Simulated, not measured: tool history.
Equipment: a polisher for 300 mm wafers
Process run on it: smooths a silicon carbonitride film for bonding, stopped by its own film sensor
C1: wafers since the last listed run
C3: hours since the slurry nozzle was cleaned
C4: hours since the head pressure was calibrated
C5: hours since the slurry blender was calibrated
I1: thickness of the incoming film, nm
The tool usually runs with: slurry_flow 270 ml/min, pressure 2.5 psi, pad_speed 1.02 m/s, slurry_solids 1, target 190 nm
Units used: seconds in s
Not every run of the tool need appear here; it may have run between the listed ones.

run 1 day=0 | slurry_flow=270 pressure=2.5 pad_speed=1.02 slurry_solids=1 target=190 | C1=0 wafers_polished_on_this_pad=931 C3=255.3 C4=1034 C5=164.7 | I1=208.8 | seconds=92.3
run 2 day=1.233 | slurry_flow=270 pressure=2.5 pad_speed=1.18 slurry_solids=1 target=190 | C1=446 wafers_polished_on_this_pad=1378 C3=284.9 C4=1063.6 C5=194.3 | I1=211.1 | seconds=96.9
run 3 day=1.846 | slurry_flow=270 pressure=2.5 pad_speed=1.18 slurry_solids=1 target=190 | C1=221 wafers_polished_on_this_pad=1600 C3=299.6 C4=1078.3 C5=209 | I1=210.6 | seconds=95
-- day=2.825 slurry nozzle cleaned
run 4 day=3.279 | slurry_flow=270 pressure=2.5 pad_speed=1.02 slurry_solids=1 target=190 | C1=504 wafers_polished_on_this_pad=2104 C3=10.9 C4=1112.7 C5=243.4 | I1=211.3 | seconds=99.6
run 5 day=4.333 | slurry_flow=270 pressure=2.5 pad_speed=1.02 slurry_solids=1 target=190 | C1=381 wafers_polished_on_this_pad=2486 C3=36.2 C4=1138 C5=268.7 | I1=210 | seconds=98
-- day=5.083 worn pad replaced by a new one
run 6 day=8.6 | slurry_flow=270 pressure=2.5 pad_speed=1.02 slurry_solids=1 target=190 | C1=1485 wafers_polished_on_this_pad=1273 C3=138.6 C4=1240.4 C5=371.1 | I1=209.7 | seconds=99.4
-- day=8.683 slurry blender recalibrated
run 7 day=11.233 | slurry_flow=270 pressure=2.5 pad_speed=1.02 slurry_solids=1 target=190 | C1=923 wafers_polished_on_this_pad=2197 C3=201.8 C4=1303.6 C5=61.2 | I1=208.9 | seconds=88.3
run 8 day=11.788 | slurry_flow=270 pressure=2.5 pad_speed=1.02 slurry_solids=1 target=190 | C1=200 wafers_polished_on_this_pad=2398 C3=215.1 C4=1316.9 C5=74.5 | I1=209.8 | seconds=93.3
run 9 day=13.042 | slurry_flow=270 pressure=2.5 pad_speed=1.02 slurry_solids=1 target=190 | C1=454 wafers_polished_on_this_pad=2852 C3=245.2 C4=1347 C5=104.6 | I1=210.3 | seconds=98
-- day=13.367 worn pad replaced by a new one
-- day=13.804 slurry nozzle cleaned
run 10 day=13.825 | slurry_flow=270 pressure=2.5 pad_speed=1.02 slurry_solids=1 target=190 | C1=208 wafers_polished_on_this_pad=151 C3=0.5 C4=1365.8 C5=123.4 | I1=209.9 | seconds=92.8
run 11 day=14.321 | slurry_flow=270 pressure=2.5 pad_speed=1.02 slurry_solids=1 target=190 | C1=179 wafers_polished_on_this_pad=331 C3=12.4 C4=1377.7 C5=135.3 | I1=210.8 | seconds=95.7
run 12 day=18.558 | slurry_flow=270 pressure=3 pad_speed=1.02 slurry_solids=1 target=190 | C1=1535 wafers_polished_on_this_pad=1866 C3=114.1 C4=1479.4 C5=237 | I1=209.3 | seconds=82.5
run 13 day=19.675 | slurry_flow=270 pressure=2.5 pad_speed=1.02 slurry_solids=1 target=190 | C1=404 wafers_polished_on_this_pad=2271 C3=140.9 C4=1506.2 C5=263.8 | I1=206.5 | seconds=84.3
-- day=21.017 slurry blender recalibrated
-- day=21.088 worn pad replaced by a new one
run 14 day=23.112 | slurry_flow=270 pressure=2 pad_speed=1.02 slurry_solids=1 target=190 | C1=1189 wafers_polished_on_this_pad=733 C3=223.4 C4=1588.7 C5=50.3 | I1=212.2 | seconds=127.1
run 15 day=24.592 | slurry_flow=270 pressure=2 pad_speed=1.02 slurry_solids=1 target=190 | C1=535 wafers_polished_on_this_pad=1269 C3=258.9 C4=1624.2 C5=85.8 | I1=209.2 | seconds=109.9
-- day=25.262 head pressure recalibrated
run 16 day=25.346 | slurry_flow=270 pressure=2.5 pad_speed=1.02 slurry_solids=0.85 target=190 | C1=243 wafers_polished_on_this_pad=1512 C3=277 C4=2 C5=103.9 | I1=209 | seconds=97.8
run 17 day=26.762 | slurry_flow=205 pressure=2.5 pad_speed=1.02 slurry_solids=1 target=190 | C1=513 wafers_polished_on_this_pad=2025 C3=311 C4=36 C5=137.9 | I1=209.6 | seconds=98.2
-- day=26.858 slurry nozzle cleaned
run 18 day=28.025 | slurry_flow=270 pressure=2.5 pad_speed=1.2 slurry_solids=1 target=187 | C1=442 wafers_polished_on_this_pad=2467 C3=28 C4=66.3 C5=168.2 | I1=213.2 | seconds=109.1
-- day=28.975 worn pad replaced by a new one
run 19 day=29.308 | slurry_flow=270 pressure=2.5 pad_speed=1.24 slurry_solids=1.15 target=190 | C1=404 wafers_polished_on_this_pad=121 C3=58.8 C4=97.1 C5=199 | I1=208.1 | seconds=70
run 20 day=30.029 | slurry_flow=270 pressure=2.5 pad_speed=1.02 slurry_solids=1 target=190 | C1=261 wafers_polished_on_this_pad=382 C3=76.1 C4=114.4 C5=216.3 | I1=209.9 | seconds=98.9
run 21 day=30.558 | slurry_flow=270 pressure=2.5 pad_speed=1.02 slurry_solids=1 target=190 | C1=191 wafers_polished_on_this_pad=574 C3=88.8 C4=127.1 C5=229 | I1=212.2 | seconds=106.9
run 22 day=31.45 | slurry_flow=270 pressure=2.5 pad_speed=1.02 slurry_solids=1 target=190 | C1=323 wafers_polished_on_this_pad=897 C3=110.2 C4=148.5 C5=250.4 | I1=212.6 | seconds=109.7
run 23 day=32.95 | slurry_flow=270 pressure=2.5 pad_speed=1.02 slurry_solids=1 target=190 | C1=543 wafers_polished_on_this_pad=1440 C3=146.2 C4=184.5 C5=286.4 | I1=208.5 | seconds=95.8
run 24 day=34.321 | slurry_flow=270 pressure=3.1 pad_speed=1.02 slurry_solids=1 target=190 | C1=496 wafers_polished_on_this_pad=1937 C3=179.1 C4=217.4 C5=319.3 | I1=210.7 | seconds=85.6
run 25 day=34.888 | slurry_flow=270 pressure=2 pad_speed=1.16 slurry_solids=0.8 target=190 | C1=205 wafers_polished_on_this_pad=2142 C3=192.7 C4=231 C5=332.9 | I1=210 | seconds=128.4
run 26 day=36.288 | slurry_flow=270 pressure=2.2 pad_speed=0.82 slurry_solids=1.2 target=187 | C1=507 wafers_polished_on_this_pad=2650 C3=226.3 C4=264.6 C5=366.5 | I1=208.1 | seconds=141.8
-- day=36.412 slurry blender recalibrated
-- day=37.808 worn pad replaced by a new one
run 27 day=37.829 | slurry_flow=270 pressure=2.5 pad_speed=1.02 slurry_solids=1 target=190 | C1=468 wafers_polished_on_this_pad=8 C3=263.3 C4=301.6 C5=34 | I1=207.1 | seconds=80.3
run 28 day=38.8 | slurry_flow=270 pressure=3.4 pad_speed=1.26 slurry_solids=1.1 target=190 | C1=351 wafers_polished_on_this_pad=359 C3=286.6 C4=324.9 C5=57.3 | I1=209.3 | seconds=58.9
run 29 day=39.504 | slurry_flow=270 pressure=2.5 pad_speed=1.02 slurry_solids=0.9 target=186 | C1=255 wafers_polished_on_this_pad=614 C3=303.5 C4=341.8 C5=74.2 | I1=212.1 | seconds=135.1

Expected results for the next run?
-- day=40.158 slurry nozzle cleaned
run 30 day=40.833 | slurry_flow=270 pressure=2.5 pad_speed=0.7 slurry_solids=1 target=187 | C1=466 wafers_polished_on_this_pad=1081 C3=16.2 C4=373.7 C5=106.1 | I1=210.2 | seconds=?

seconds: 145.1 s
On a tool with no hidden condition, and with the same random variation, this run would have come out at seconds 126.4 s.

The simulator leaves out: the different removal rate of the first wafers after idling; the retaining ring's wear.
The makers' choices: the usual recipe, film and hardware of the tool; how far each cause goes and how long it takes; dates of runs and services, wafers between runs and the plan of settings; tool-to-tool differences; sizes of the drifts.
